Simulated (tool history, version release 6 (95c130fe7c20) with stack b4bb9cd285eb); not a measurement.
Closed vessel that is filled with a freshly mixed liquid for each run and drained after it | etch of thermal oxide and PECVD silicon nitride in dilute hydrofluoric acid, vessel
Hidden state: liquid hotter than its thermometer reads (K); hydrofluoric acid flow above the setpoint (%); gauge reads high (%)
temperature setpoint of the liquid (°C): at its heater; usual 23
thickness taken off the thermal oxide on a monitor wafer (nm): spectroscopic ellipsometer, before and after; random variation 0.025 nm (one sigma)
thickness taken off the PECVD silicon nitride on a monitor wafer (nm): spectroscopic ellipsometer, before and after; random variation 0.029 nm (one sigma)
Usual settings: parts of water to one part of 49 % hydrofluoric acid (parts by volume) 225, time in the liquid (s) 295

| run | hour | temperature setpoint of the liquid (°C) | parts of water to one part of 49 % hydrofluoric acid (parts by volume) | time in the liquid (s) | wafers since the last listed run | hours since the thermometer was replaced | hours since the hydrofluoric acid flow meter was replaced | hours since the gauge calibration | read-back film thickness of the thermal oxide reference wafer, read on the same gauge (nm) | read-back film thickness of the PECVD silicon nitride reference wafer, read on the same gauge (nm) | thickness taken off the thermal oxide on a monitor wafer (nm) | thickness taken off the PECVD silicon nitride on a monitor wafer (nm) |
|---|---|---|---|---|---|---|---|---|---|---|---|---|
| 1 | 0 | 23 | 225 | 295 | 0 | 887.9 | 487.7 | 432.5 | 149.97 | 79.993 | 5.44 | 2.173 |
| 2 | 50.4 | 23 | 225 | 295 | 2806 | 938.3 | 538.1 | 482.9 | 150 | 80 | 5.47 | 2.236 |
| 3 | 108.7 | 23 | 225 | 295 | 3246 | 996.6 | 596.4 | 541.2 | 150.01 | 79.999 | 5.46 | 2.165 |
| 4 | 145.3 | 23 | 225 | 295 | 2037 | 1033.2 | 633 | 577.8 | 150 | 80.03 | 5.47 | 2.167 |
| 5 | 171.3 | 23 | 225 | 295 | 1447 | 1059.2 | 659 | 603.8 | 149.95 | 79.961 | 5.45 | 2.184 |
| 6 | 226.5 | 23 | 225 | 295 | 3073 | 1114.4 | 714.2 | 659 | 149.99 | 79.991 | 5.53 | 2.166 |
|  | 233.8 | gauge calibrated |
| 7 | 262.4 | 23 | 225 | 295 | 1998 | 1150.3 | 750.1 | 28.6 | 149.98 | 79.987 | 5.5 | 2.201 |
| 8 | 332.4 | 23 | 225 | 295 | 3897 | 1220.3 | 820.1 | 98.6 | 149.97 | 79.987 | 5.54 | 2.206 |
| 9 | 373 | 23 | 200 | 295 | 2260 | 1260.9 | 860.7 | 139.2 | 149.99 | 80.007 | 6.36 | 2.485 |
| 10 | 410.2 | 23 | 200 | 295 | 2071 | 1298.1 | 897.9 | 176.4 | 150.01 | 79.994 | 6.42 | 2.451 |
|  | 513.2 | thermometer replaced |
| 11 | 523.3 | 19 | 305 | 190 | 6241 | 10.1 | 1011 | 289.5 | 150 | 79.994 | 2.14 | 0.832 |
| 12 | 588.3 | 23 | 165 | 405 | 3619 | 75.1 | 1076 | 354.5 | 150 | 80.001 | 11.14 | 4.101 |
|  | 615.5 | hydrofluoric acid flow meter replaced |
| 13 | 649.7 | 19 | 160 | 450 | 3363 | 136.5 | 34.2 | 415.9 | 150.03 | 80.012 | 10.43 | 3.531 |
| 14 | 688.2 | 23 | 225 | 295 | 2143 | 175 | 72.7 | 454.4 | 150.02 | 79.999 | 5.37 | 2.124 |
| 15 | 753.4 | 23 | 275 | 425 | 3630 | 240.2 | 137.9 | 519.6 | 150.04 | 80.007 | 5.95 | 2.54 |
|  | 783.4 | gauge calibrated |
| 16 | 816.2 | 23 | 200 | 295 | 3496 | 303 | 200.7 | 32.8 | 149.96 | 79.994 | 6.17 | 2.435 |
| 17 | 884.9 | 27 | 225 | 165 | 3825 | 371.7 | 269.4 | 101.5 | 150.02 | 80.001 | 3.45 | 1.498 |
| 18 | 956.6 | 23 | 225 | 225 | 3992 | 443.4 | 341.1 | 173.2 | 150.02 | 79.987 | 4.11 | 1.624 |
| 19 | 1003.2 | 23 | 225 | 380 | 2594 | 490 | 387.7 | 219.8 | 149.97 | 80.006 | 6.98 | 2.782 |

What the log doesn't show, run by run:
liquid hotter than its thermometer reads (K): 0 in every run
gauge reads high (%): 0 in every run
H1: hydrofluoric acid flow above the setpoint (%)
| run | H1 |
|---|---|
| 1 | 2.45 |
| 2 | 2.68 |
| 3 | 2.94 |
| 4 | 3.11 |
| 5 | 3.22 |
| 6 | 3.47 |
| 7 | 3.64 |
| 8 | 3.95 |
| 9 | 4.13 |
| 10 | 4.3 |
| 11 | 4.81 |
| 12 | 5.1 |
| 13 | 0.609 |
| 14 | 0.782 |
| 15 | 1.08 |
| 16 | 1.36 |
| 17 | 1.67 |
| 18 | 1.99 |
| 19 | 2.2 |
